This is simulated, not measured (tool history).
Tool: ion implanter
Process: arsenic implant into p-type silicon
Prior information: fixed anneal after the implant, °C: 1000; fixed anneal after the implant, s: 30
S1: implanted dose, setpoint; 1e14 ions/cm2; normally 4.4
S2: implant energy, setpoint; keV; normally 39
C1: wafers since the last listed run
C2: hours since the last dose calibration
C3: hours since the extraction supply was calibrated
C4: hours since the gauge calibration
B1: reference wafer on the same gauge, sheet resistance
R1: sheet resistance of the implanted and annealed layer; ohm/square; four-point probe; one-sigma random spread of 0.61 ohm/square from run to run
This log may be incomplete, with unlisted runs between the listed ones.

Run 1, hour 0: usual settings; C1 0; C2 7.9; C3 1701.7; C4 94.5; B1 205.94. Result: R1 203.78 ohm/square.
Run 2, hour 21.6: usual settings; C1 450; C2 29.5; C3 1723.3; C4 116.1; B1 205.98. Result: R1 201.84 ohm/square.
Run 3, hour 54.3: usual settings but S1 5.1 1e14 ions/cm2, S2 43 keV; C1 682; C2 62.2; C3 1756; C4 148.8; B1 205.9. Result: R1 177.59 ohm/square.
Run 4, hour 70.1: usual settings but S1 5.1 1e14 ions/cm2, S2 43 keV; C1 329; C2 78; C3 1771.8; C4 164.6; B1 205.93. Result: R1 177.23 ohm/square.
Run 5, hour 95.7: usual settings but S1 5.1 1e14 ions/cm2, S2 43 keV; C1 534; C2 103.6; C3 1797.4; C4 190.2; B1 205.97. Result: R1 176.21 ohm/square.
Run 6, hour 149.3: usual settings but S2 42 keV; C1 1118; C2 157.2; C3 1851; C4 243.8; B1 205.89. Result: R1 199.54 ohm/square.
Run 7, hour 183.4: usual settings but S2 42 keV; C1 711; C2 191.3; C3 1885.1; C4 277.9; B1 205.96. Result: R1 198.87 ohm/square.
Run 8, hour 214.4: usual settings but S2 42 keV; C1 646; C2 222.3; C3 1916.1; C4 308.9; B1 205.96. Result: R1 197.34 ohm/square.
Run 9, hour 273: usual settings; C1 1222; C2 280.9; C3 1974.7; C4 367.5; B1 206.08. Result: R1 199.86 ohm/square.
Run 10, hour 288.4: usual settings but S1 4.67 1e14 ions/cm2, S2 34.5 keV; C1 321; C2 296.3; C3 1990.1; C4 382.9; B1 205.89. Result: R1 194.19 ohm/square.
Run 11, hour 304.2: usual settings but S1 4.67 1e14 ions/cm2, S2 34.5 keV; C1 329; C2 312.1; C3 2005.9; C4 398.7; B1 205.97. Result: R1 195.1 ohm/square.
Run 12, hour 379.8: usual settings but S1 4.67 1e14 ions/cm2, S2 34.5 keV; C1 1577; C2 387.7; C3 2081.5; C4 474.3; B1 206.14. Result: R1 194.6 ohm/square.
Run 13, hour 397.6: usual settings; C1 371; C2 405.5; C3 2099.3; C4 492.1; B1 206.03. Result: R1 199.84 ohm/square.
Run 14, hour 432.3: usual settings; C1 724; C2 440.2; C3 2134; C4 526.8; B1 206.01. Result: R1 199.83 ohm/square.
At hour 449.9: extraction supply calibrated.
Run 15, hour 450.4: usual settings but S1 5.47 1e14 ions/cm2, S2 28 keV; C1 210; C2 458.3; C3 0.5; C4 544.9; B1 205.93. Result: R1 178.77 ohm/square.
Run 16, hour 481.6: usual settings; C1 651; C2 489.5; C3 31.7; C4 576.1; B1 205.99. Result: R1 199.01 ohm/square.
Run 17, hour 513.2: usual settings; C1 659; C2 521.1; C3 63.3; C4 607.7; B1 205.97. Result: R1 199.02 ohm/square.
Run 18, hour 528.7: usual settings but S2 33.5 keV; C1 323; C2 536.6; C3 78.8; C4 623.2; B1 206.04. Result: R1 203.53 ohm/square.
At hour 570.9: Faraday cup replaced and dose calibrated.
Run 19, hour 571.4: usual settings but S1 3.9 1e14 ions/cm2, S2 48 keV; C1 724; C2 0.5; C3 121.5; C4 665.9; B1 205.97. Result: R1 216.53 ohm/square.
Run 20, hour 594.1: usual settings but S1 5.33 1e14 ions/cm2, S2 33.5 keV; C1 473; C2 23.2; C3 144.2; C4 688.6; B1 206.08. Result: R1 178.61 ohm/square.
At hour 602.1: gauge calibrated.
Run 21, hour 613.9: usual settings but S1 4.82 1e14 ions/cm2, S2 35 keV; C1 413; C2 43; C3 164; C4 11.8; B1 206.03. Result: R1 192.52 ohm/square.
Run 22, hour 649.3: usual settings but S1 3.87 1e14 ions/cm2; C1 738; C2 78.4; C3 199.4; C4 47.2; B1 206.02. Result: R1 222.54 ohm/square.
Run 23, hour 673.2: usual settings but S1 4.67 1e14 ions/cm2, S2 34.5 keV; C1 498; C2 102.3; C3 223.3; C4 71.1; B1 205.97. Result: R1 195.77 ohm/square.
Run 24, hour 693.9: usual settings but S2 44.5 keV; C1 431; C2 123; C3 244; C4 91.8; B1 205.95. Result: R1 197.66 ohm/square.
Run 25, hour 722.9: usual settings but S1 3.11 1e14 ions/cm2, S2 26 keV; C1 605; C2 152; C3 273; C4 120.8; B1 205.88. Result: R1 276.68 ohm/square.
Run 26, hour 757.3: usual settings but S2 31 keV; C1 717; C2 186.4; C3 307.4; C4 155.2; B1 206.06. Result: R1 209.32 ohm/square.
Run 27, hour 788.9: usual settings but S1 5.64 1e14 ions/cm2; C1 659; C2 218; C3 339; C4 186.8; B1 205.96. Result: R1 165.87 ohm/square.

How the hidden state differs across the entries between the runs, from the last listed run before each to the first after it:
Run 14 -> run 15: extraction supply calibrated (hour 449.9)
  deviation of the true dose from the Faraday cup's reading, %: 1.9 -> 1.91
  measured result minus the result with no hidden state, R1: -2.89 -> -2.56 ohm/square
Run 18 -> run 19: Faraday cup replaced and dose calibrated (hour 570.9)
  deviation of the true dose from the Faraday cup's reading, %: 1.96 -> -0.0861
  measured result minus the result with no hidden state, R1: -3.04 -> +0.14 ohm/square
Run 20 -> run 21: gauge calibrated (hour 602.1)
  deviation of the true dose from the Faraday cup's reading, %: 0.165 -> 0.358
  measured result minus the result with no hidden state, R1: -0.22 -> -0.53 ohm/square
